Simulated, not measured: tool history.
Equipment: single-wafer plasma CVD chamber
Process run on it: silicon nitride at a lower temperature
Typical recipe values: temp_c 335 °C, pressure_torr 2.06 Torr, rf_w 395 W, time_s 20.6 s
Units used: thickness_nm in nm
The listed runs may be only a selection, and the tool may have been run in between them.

run	hour	temp_c	pressure_torr	rf_w	time_s	wafers since the last listed run	hours since the last thermocouple change	hours since the last RF generator calibration	hours since the last manometer calibration	hours since the showerhead was replaced	hours since the gauge calibration	read-back reference wafer on the same gauge, thickness_nm	thickness_nm
1	0.0	335	2.06	395	20.6	0	2434.1	1906.4	1278.4	6731.7	275.8	35.537	34.456
2	50.0	344	2.06	395	20.6	758	2484.1	1956.4	1328.4	6781.7	325.8	35.560	34.175
3	95.5	344	2.06	395	20.6	689	2529.6	2001.9	1373.9	6827.2	371.3	35.601	34.219
4	144.7	344	2.06	395	20.6	746	2578.8	2051.1	1423.1	6876.4	420.5	35.596	34.460
5	185.3	335	2.06	395	20.6	615	2619.4	2091.7	1463.7	6917.0	461.1	35.686	34.621
# hour 251.5: showerhead replaced
6	295.6	335	2.06	395	20.6	1551	2729.7	2202.0	1574.0	44.1	571.4	35.865	34.580
# hour 337.6: capacitance manometer re-zeroed and calibrated
# hour 338.9: gauge calibrated
7	353.5	335	2.06	395	20.6	756	2787.6	2259.9	15.9	102.0	14.6	35.032	33.959
8	384.9	335	2.06	395	20.6	476	2819.0	2291.3	47.3	133.4	46.0	35.093	33.790
9	422.4	335	2.06	395	20.6	568	2856.5	2328.8	84.8	170.9	83.5	35.156	33.895
10	471.8	342	2.37	395	23.1	749	2905.9	2378.2	134.2	220.3	132.9	35.247	39.210
11	514.6	335	2.06	395	20.6	648	2948.7	2421.0	177.0	263.1	175.7	35.275	34.048
12	545.0	335	1.60	395	20.6	460	2979.1	2451.4	207.4	293.5	206.1	35.347	32.031
# hour 562.5: RF generator calibrated
13	616.6	341	2.06	395	23.1	964	3050.7	54.1	279.0	365.1	277.7	35.401	38.306
# hour 635.5: thermocouple changed; heater temperature recalibrated
14	645.3	326	1.60	470	20.6	313	9.8	82.8	307.7	393.8	306.4	35.458	36.013
15	678.1	335	2.06	325	20.6	497	42.6	115.6	340.5	426.6	339.2	35.479	29.686
16	707.9	335	2.53	395	20.6	451	72.4	145.4	370.3	456.4	369.0	35.507	36.008
17	741.3	345	2.38	465	18.1	506	105.8	178.8	403.7	489.8	402.4	35.619	34.758
18	800.0	335	2.06	395	20.6	890	164.5	237.5	462.4	548.5	461.1	35.688	34.376
19	833.5	335	2.06	395	20.6	507	198.0	271.0	495.9	582.0	494.6	35.678	34.649

Each row is a separate what-if for the run after 19, all from the same tool condition, not one after another. Results?
A	833.9	335	2.06	395	20.6	6	198.4	271.4	496.3	582.4	495.0	?	?
B	833.9	335	2.06	350	17.2	6	198.4	271.4	496.3	582.4	495.0	?	?
C	833.9	321	1.78	425	22.9	6	198.4	271.4	496.3	582.4	495.0	?	?
D	833.9	346	1.63	355	20.6	6	198.4	271.4	496.3	582.4	495.0	?	?

run	read-back reference wafer on the same gauge, thickness_nm	thickness_nm
A	35.708	34.557
B	35.708	26.482
C	35.708	39.162
D	35.708	30.154
The same runs, with their run-to-run variation unchanged, on a tool lacking any hidden condition would have given:
run	thickness_nm
A	33.959
B	26.025
C	38.485
D	29.633
